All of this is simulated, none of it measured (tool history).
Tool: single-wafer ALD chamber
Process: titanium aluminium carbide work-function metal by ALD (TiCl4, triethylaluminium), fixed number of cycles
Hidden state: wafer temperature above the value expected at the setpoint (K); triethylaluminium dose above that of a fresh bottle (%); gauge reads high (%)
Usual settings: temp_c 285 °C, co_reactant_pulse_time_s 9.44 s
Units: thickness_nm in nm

run,hour,temp_c,co_reactant_pulse_time_s,wafers since the last listed run,hours since the last thermocouple change,hours since the last triethylaluminium bottle change,hours since the showerhead was replaced,hours since the gauge calibration,"read-back reference wafer on the same gauge, thickness_nm",thickness_nm
1,0.0,285,9.44,0,1493.5,1290.6,6065.1,330.9,2.140,1.874
2,14.6,285,9.44,126,1508.1,1305.2,6079.7,345.5,2.140,1.866
3,21.8,282,9.44,62,1515.3,1312.4,6086.9,352.7,2.142,1.839
4,39.2,282,9.44,150,1532.7,1329.8,6104.3,370.1,2.141,1.840
# hour 50.5: showerhead replaced
5,51.0,282,9.44,32,1544.5,1341.6,0.5,381.9,2.139,1.838
# hour 71.9: gauge calibrated
# hour 83.3: triethylaluminium bottle replaced
6,94.7,295,9.44,309,1588.2,11.4,44.2,22.8,2.141,1.853
7,109.8,295,9.44,130,1603.3,26.5,59.3,37.9,2.138,1.854
8,118.6,275,9.44,76,1612.1,35.3,68.1,46.7,2.139,1.698
9,129.9,275,9.44,97,1623.4,46.6,79.4,58.0,2.142,1.691
10,141.5,275,9.44,100,1635.0,58.2,91.0,69.6,2.140,1.690
11,152.2,285,9.44,92,1645.7,68.9,101.7,80.3,2.142,1.772
12,164.4,285,9.44,105,1657.9,81.1,113.9,92.5,2.142,1.781
13,175.3,299,9.44,94,1668.8,92.0,124.8,103.4,2.141,1.881
14,182.3,273,10.84,60,1675.8,99.0,131.8,110.4,2.138,1.740
15,189.5,273,9.44,62,1683.0,106.2,139.0,117.6,2.140,1.682
16,196.2,285,9.44,58,1689.7,112.9,145.7,124.3,2.142,1.778
17,206.4,272,8.41,88,1699.9,123.1,155.9,134.5,2.142,1.634
# hour 225.4: triethylaluminium bottle replaced, repeated, since the last time left the tool worse
# hour 230.6: thermocouple changed; heater temperature recalibrated
18,231.1,298,7.68,99,0.5,5.7,180.6,159.2,2.141,1.994
19,232.0,277,6.50,7,1.4,6.6,181.5,160.1,2.138,1.783
20,243.3,274,12.84,97,12.7,17.9,192.8,171.4,2.141,1.892
21,261.1,281,9.44,154,30.5,35.7,210.6,189.2,2.139,1.899
22,273.9,285,10.85,110,43.3,48.5,223.4,202.0,2.140,1.962
23,288.2,285,10.87,123,57.6,62.8,237.7,216.3,2.140,1.962
24,302.3,293,12.06,122,71.7,76.9,251.8,230.4,2.138,2.048
25,315.5,285,9.44,114,84.9,90.1,265.0,243.6,2.140,1.940
26,324.8,294,6.37,80,94.2,99.4,274.3,252.9,2.143,1.904
27,333.6,298,8.03,76,103.0,108.2,283.1,261.7,2.140,2.004
28,344.4,272,12.34,93,113.8,119.0,293.9,272.5,2.140,1.869
29,355.3,295,12.88,94,124.7,129.9,304.8,283.4,2.141,2.068
30,363.5,280,5.93,71,132.9,138.1,313.0,291.6,2.142,1.779
31,372.4,285,8.43,77,141.8,147.0,321.9,300.5,2.140,1.906
32,379.1,271,12.45,58,148.5,153.7,328.6,307.2,2.140,1.858
33,391.6,298,12.29,108,161.0,166.2,341.1,319.7,2.137,2.093
34,406.1,296,9.44,125,175.5,180.7,355.6,334.2,2.140,2.022

Forecast each of these 3 alternatives for the next run:
A,406.5,285,9.44,3,175.9,181.1,356.0,334.6,?,?
B,406.5,290,5.90,3,175.9,181.1,356.0,334.6,?,?
C,406.5,295,10.96,3,175.9,181.1,356.0,334.6,?,?

run,"read-back reference wafer on the same gauge, thickness_nm",thickness_nm
A,2.141,1.934
B,2.141,1.848
C,2.141,2.045
Without the tool's hidden state the same runs would have given:
run,thickness_nm
A,1.938
B,1.856
C,2.049

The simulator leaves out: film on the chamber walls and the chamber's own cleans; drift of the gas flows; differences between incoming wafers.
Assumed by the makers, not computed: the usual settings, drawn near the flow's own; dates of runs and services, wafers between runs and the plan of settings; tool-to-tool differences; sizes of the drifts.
